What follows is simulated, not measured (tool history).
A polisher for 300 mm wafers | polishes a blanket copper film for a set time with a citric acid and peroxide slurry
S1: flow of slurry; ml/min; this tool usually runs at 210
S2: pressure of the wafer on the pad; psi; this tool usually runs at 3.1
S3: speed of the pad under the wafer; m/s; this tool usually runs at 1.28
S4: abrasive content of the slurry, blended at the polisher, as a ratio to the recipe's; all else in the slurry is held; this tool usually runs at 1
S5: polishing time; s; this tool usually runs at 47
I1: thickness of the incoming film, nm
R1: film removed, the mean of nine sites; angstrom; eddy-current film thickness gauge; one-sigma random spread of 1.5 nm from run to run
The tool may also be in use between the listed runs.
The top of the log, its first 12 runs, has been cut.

run,hour,S1,S2,S3,S4,S5,I1,R1
# hour 1045.1: head pressure recalibrated
13,1087.3,210,3.1,1.28,1,47,1185.2,1443
14,1167.8,210,3.1,1.28,1,47,1200.5,1462
# hour 1265.7: slurry blender recalibrated
15,1275.5,210,3.1,1.28,1,47,1188.5,1497
16,1361.5,210,4,1.28,0.9,59,1206.1,2326
# hour 1406.5: worn pad replaced by a new one
# hour 1450.2: slurry nozzle cleaned
17,1465.3,245,2.3,1.28,1,47,1215.9,1174
18,1559.9,170,3.1,1.7,0.9,52,1175,2065
19,1608.3,210,2.2,1.68,1,47,1203.9,1419
20,1707.7,160,3.7,1.28,1,31,1183.1,1145
21,1809.5,210,3.1,1.28,1,47,1187.5,1518
# hour 1825.3: slurry blender recalibrated
# hour 1965.7: worn pad replaced by a new one
22,2013.1,210,3.1,1.28,1.15,47,1200.9,1560
# hour 2116.4: slurry nozzle cleaned
23,2120.9,210,4,1,0.9,54,1200.4,1690
24,2168.1,210,3.1,1.28,1,47,1197.1,1523
25,2208,210,3.1,1.28,1,47,1200.4,1519
# hour 2267.8: head pressure recalibrated
26,2268.3,280,3.1,1.28,1,47,1194,1498
27,2310.1,210,3.1,1.28,1,47,1186,1464
28,2370.3,210,4.2,1.28,1,47,1197.1,1952
# hour 2409.8: slurry blender recalibrated
29,2463.2,210,3.1,1.56,1,47,1196.2,1817
# hour 2498.1: worn pad replaced by a new one
# hour 2664.9: slurry nozzle cleaned
30,2737.4,150,2.5,1.28,1,47,1213.7,1194
31,2834.1,255,3.1,1.28,1.3,37,1201.7,1278

Here are 3 independent what-if runs from the current tool condition. What would each one return?
A,2834.5,210,3.1,1.7,1,47,1197.2,?
B,2834.5,255,3.5,1.28,1,47,1197.2,?
C,2834.5,210,3.1,1.28,1,63,1197.2,?

run,R1
A,2060
B,1775
C,2088
With the hidden condition removed and each run's random variation left untouched, the same runs would have given:
run,R1
A,1963
B,1691
C,1990
